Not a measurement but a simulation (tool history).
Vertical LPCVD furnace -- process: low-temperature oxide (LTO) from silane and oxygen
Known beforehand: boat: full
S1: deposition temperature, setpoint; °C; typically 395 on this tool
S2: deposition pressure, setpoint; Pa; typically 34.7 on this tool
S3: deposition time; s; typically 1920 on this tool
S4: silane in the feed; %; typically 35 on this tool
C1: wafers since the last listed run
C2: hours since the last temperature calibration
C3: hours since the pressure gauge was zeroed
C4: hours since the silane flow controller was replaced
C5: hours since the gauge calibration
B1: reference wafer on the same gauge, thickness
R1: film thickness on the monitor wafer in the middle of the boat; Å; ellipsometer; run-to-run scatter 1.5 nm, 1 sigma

{"run": 1, "hour": 0.0, "S1": 402, "S2": 34.7, "S3": 1920, "S4": 35, "C1": 0, "C2": 2585.0, "C3": 2173.3, "C4": 2927.5, "C5": 452.3, "B1": 246.06, "R1": 3068.4}
{"run": 2, "hour": 20.8, "S1": 402, "S2": 34.7, "S3": 1920, "S4": 35, "C1": 369, "C2": 2605.8, "C3": 2194.1, "C4": 2948.3, "C5": 473.1, "B1": 245.92, "R1": 3032.1}
{"run": 3, "hour": 37.8, "S1": 395, "S2": 34.7, "S3": 1920, "S4": 35, "C1": 302, "C2": 2622.8, "C3": 2211.1, "C4": 2965.3, "C5": 490.1, "B1": 246.04, "R1": 2805.6}
{"run": 4, "hour": 54.1, "S1": 395, "S2": 34.7, "S3": 1920, "S4": 30, "C1": 289, "C2": 2639.1, "C3": 2227.4, "C4": 2981.6, "C5": 506.4, "B1": 245.94, "R1": 2251.6}
{"run": 5, "hour": 84.2, "S1": 395, "S2": 34.7, "S3": 1920, "S4": 35, "C1": 534, "C2": 2669.2, "C3": 2257.5, "C4": 3011.7, "C5": 536.5, "B1": 246.45, "R1": 2823.2}
{"run": 6, "hour": 108.9, "S1": 395, "S2": 34.7, "S3": 1920, "S4": 35, "C1": 438, "C2": 2693.9, "C3": 2282.2, "C4": 3036.4, "C5": 561.2, "B1": 245.75, "R1": 2792.4}
{"run": 7, "hour": 143.0, "S1": 395, "S2": 34.7, "S3": 1920, "S4": 35, "C1": 606, "C2": 2728.0, "C3": 2316.3, "C4": 3070.5, "C5": 595.3, "B1": 245.74, "R1": 2838.3}
{"run": 8, "hour": 162.3, "S1": 395, "S2": 34.7, "S3": 1920, "S4": 35, "C1": 342, "C2": 2747.3, "C3": 2335.6, "C4": 3089.8, "C5": 614.6, "B1": 245.67, "R1": 2818.9}
{"run": 9, "hour": 192.7, "S1": 395, "S2": 34.7, "S3": 1920, "S4": 35, "C1": 540, "C2": 2777.7, "C3": 2366.0, "C4": 3120.2, "C5": 645.0, "B1": 246.62, "R1": 2822.4}
{"run": 10, "hour": 222.1, "S1": 395, "S2": 34.7, "S3": 1920, "S4": 35, "C1": 522, "C2": 2807.1, "C3": 2395.4, "C4": 3149.6, "C5": 674.4, "B1": 246.11, "R1": 2811.5}
{"run": 11, "hour": 248.1, "S1": 395, "S2": 39.3, "S3": 1920, "S4": 35, "C1": 462, "C2": 2833.1, "C3": 2421.4, "C4": 3175.6, "C5": 700.4, "B1": 245.68, "R1": 3216.6}
{"hour": 273.9, "done": "pressure gauge zeroed"}
{"hour": 277.4, "done": "gauge calibrated"}
{"hour": 284.2, "done": "thermocouples replaced and temperature profile calibrated"}
{"run": 12, "hour": 284.7, "S1": 395, "S2": 39.3, "S3": 1920, "S4": 35, "C1": 39, "C2": 0.5, "C3": 10.8, "C4": 3212.2, "C5": 7.3, "B1": 245.88, "R1": 3197.3}
{"run": 13, "hour": 314.0, "S1": 395, "S2": 39.3, "S3": 1920, "S4": 35, "C1": 520, "C2": 29.8, "C3": 40.1, "C4": 3241.5, "C5": 36.6, "B1": 246.61, "R1": 3169.5}
{"run": 14, "hour": 335.4, "S1": 395, "S2": 34.7, "S3": 1920, "S4": 38, "C1": 380, "C2": 51.2, "C3": 61.5, "C4": 3262.9, "C5": 58.0, "B1": 246.0, "R1": 3161.5}
{"run": 15, "hour": 353.3, "S1": 395, "S2": 34.7, "S3": 1920, "S4": 38, "C1": 318, "C2": 69.1, "C3": 79.4, "C4": 3280.8, "C5": 75.9, "B1": 245.59, "R1": 3163.0}
{"run": 16, "hour": 379.6, "S1": 383, "S2": 39.3, "S3": 2130, "S4": 40, "C1": 467, "C2": 95.4, "C3": 105.7, "C4": 3307.1, "C5": 102.2, "B1": 246.3, "R1": 3646.3}
{"run": 17, "hour": 399.0, "S1": 392, "S2": 29.3, "S3": 2490, "S4": 39, "C1": 344, "C2": 114.8, "C3": 125.1, "C4": 3326.5, "C5": 121.6, "B1": 246.08, "R1": 3440.1}
{"run": 18, "hour": 412.9, "S1": 395, "S2": 34.7, "S3": 1920, "S4": 35, "C1": 247, "C2": 128.7, "C3": 139.0, "C4": 3340.4, "C5": 135.5, "B1": 246.3, "R1": 2812.8}
{"run": 19, "hour": 429.2, "S1": 399, "S2": 26.7, "S3": 1170, "S4": 42, "C1": 289, "C2": 145.0, "C3": 155.3, "C4": 3356.7, "C5": 151.8, "B1": 246.14, "R1": 1712.4}
{"hour": 469.8, "done": "silane flow controller replaced"}
{"run": 20, "hour": 470.3, "S1": 406, "S2": 38.0, "S3": 2220, "S4": 29, "C1": 303, "C2": 186.1, "C3": 196.4, "C4": 0.5, "C5": 192.9, "B1": 246.22, "R1": 3148.8}
{"run": 21, "hour": 474.1, "S1": 395, "S2": 34.7, "S3": 2160, "S4": 35, "C1": 67, "C2": 189.9, "C3": 200.2, "C4": 4.3, "C5": 196.7, "B1": 246.26, "R1": 3203.5}
{"run": 22, "hour": 486.8, "S1": 401, "S2": 38.7, "S3": 1920, "S4": 35, "C1": 225, "C2": 202.6, "C3": 212.9, "C4": 17.0, "C5": 209.4, "B1": 246.09, "R1": 3396.3}
{"run": 23, "hour": 499.5, "S1": 395, "S2": 34.7, "S3": 1920, "S4": 35, "C1": 225, "C2": 215.3, "C3": 225.6, "C4": 29.7, "C5": 222.1, "B1": 246.23, "R1": 2844.1}
{"run": 24, "hour": 534.2, "S1": 406, "S2": 42.7, "S3": 1680, "S4": 35, "C1": 616, "C2": 250.0, "C3": 260.3, "C4": 64.4, "C5": 256.8, "B1": 246.23, "R1": 3422.4}
{"run": 25, "hour": 546.4, "S1": 403, "S2": 34.7, "S3": 1920, "S4": 40, "C1": 216, "C2": 262.2, "C3": 272.5, "C4": 76.6, "C5": 269.0, "B1": 245.92, "R1": 3663.0}
{"run": 26, "hour": 581.6, "S1": 401, "S2": 32.7, "S3": 2250, "S4": 35, "C1": 625, "C2": 297.4, "C3": 307.7, "C4": 111.8, "C5": 304.2, "B1": 246.12, "R1": 3343.7}
{"run": 27, "hour": 595.3, "S1": 399, "S2": 34.7, "S3": 2250, "S4": 35, "C1": 243, "C2": 311.1, "C3": 321.4, "C4": 125.5, "C5": 317.9, "B1": 246.21, "R1": 3460.9}
{"run": 28, "hour": 619.3, "S1": 399, "S2": 34.7, "S3": 1920, "S4": 35, "C1": 426, "C2": 335.1, "C3": 345.4, "C4": 149.5, "C5": 341.9, "B1": 246.21, "R1": 2956.9}
{"run": 29, "hour": 644.6, "S1": 386, "S2": 41.3, "S3": 2280, "S4": 39, "C1": 449, "C2": 360.4, "C3": 370.7, "C4": 174.8, "C5": 367.2, "B1": 246.46, "R1": 4115.5}
{"run": 30, "hour": 679.6, "S1": 395, "S2": 34.7, "S3": 1920, "S4": 35, "C1": 622, "C2": 395.4, "C3": 405.7, "C4": 209.8, "C5": 402.2, "B1": 245.45, "R1": 2830.3}

Hidden state, per run?
true tube temperature minus thermocouple reading, K: 0 at every run
true pressure minus gauge reading, mTorr: 0 at every run
deviation of the silane flow from its setpoint, %: 0 at every run
gauge reads high (%): 0 at every run
